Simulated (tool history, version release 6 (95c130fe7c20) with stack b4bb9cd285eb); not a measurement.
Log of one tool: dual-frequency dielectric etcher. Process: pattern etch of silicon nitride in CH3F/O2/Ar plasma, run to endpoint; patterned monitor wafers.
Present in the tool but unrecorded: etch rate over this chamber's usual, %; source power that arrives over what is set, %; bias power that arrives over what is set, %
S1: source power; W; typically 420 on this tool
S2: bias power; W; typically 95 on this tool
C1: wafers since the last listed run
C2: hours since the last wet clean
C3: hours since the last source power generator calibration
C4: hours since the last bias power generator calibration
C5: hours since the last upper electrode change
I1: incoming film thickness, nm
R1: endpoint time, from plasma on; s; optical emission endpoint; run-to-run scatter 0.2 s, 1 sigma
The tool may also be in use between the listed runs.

run   hour   S1   S2   C1     C2      C3      C4      C5     I1    R1
  1      0  420   80    0   40.3  2303.8  1663.3  4057.8  48.16  69.9
  2   15.3  420   95  231   55.6  2319.1  1678.6  4073.1  48.24  65.4
  3   42.8  420   95  415   83.1  2346.6  1706.1  4100.6  48.56    66
  4   69.6  420   95  405  109.9  2373.4  1732.9  4127.4  47.83  65.3
  5   92.7  450   95  349    133  2396.5    1756  4150.5  48.07  64.4
  6  105.1  450   95  187  145.4  2408.9  1768.4  4162.9  47.83  64.1
  7  137.5  360   80  489  177.8  2441.3  1800.8  4195.3  48.29  74.6
  8  157.8  360   80  306  198.1  2461.6  1821.1  4215.6  47.89  74.2
  9  191.2  420   95  505  231.5    2495  1854.5    4249  48.04  66.2
     228.5  -- bias power generator calibrated
 10  250.3  420   95  833  290.6  2554.1    21.8  4308.1  48.51  67.2
 11  269.2  420   95  285  309.5    2573    40.7    4327  49.09  67.9
     287.1  -- source power generator calibrated
     297.4  -- wet clean of the chamber
 12  297.9  520  111  218    0.5    10.8    69.4  4355.7  48.09  56.8
 13  323.5  330  109  387   26.1    36.4      95  4381.3  48.18  67.4

Run 14 is up next; what results do you expect?
 14  345.6  450  72  334  48.2  58.5  117.1  4403.4  47.65   ?

R1: 70.4 s
Without the tool's hidden state the same run would have given R1 70.2 s.
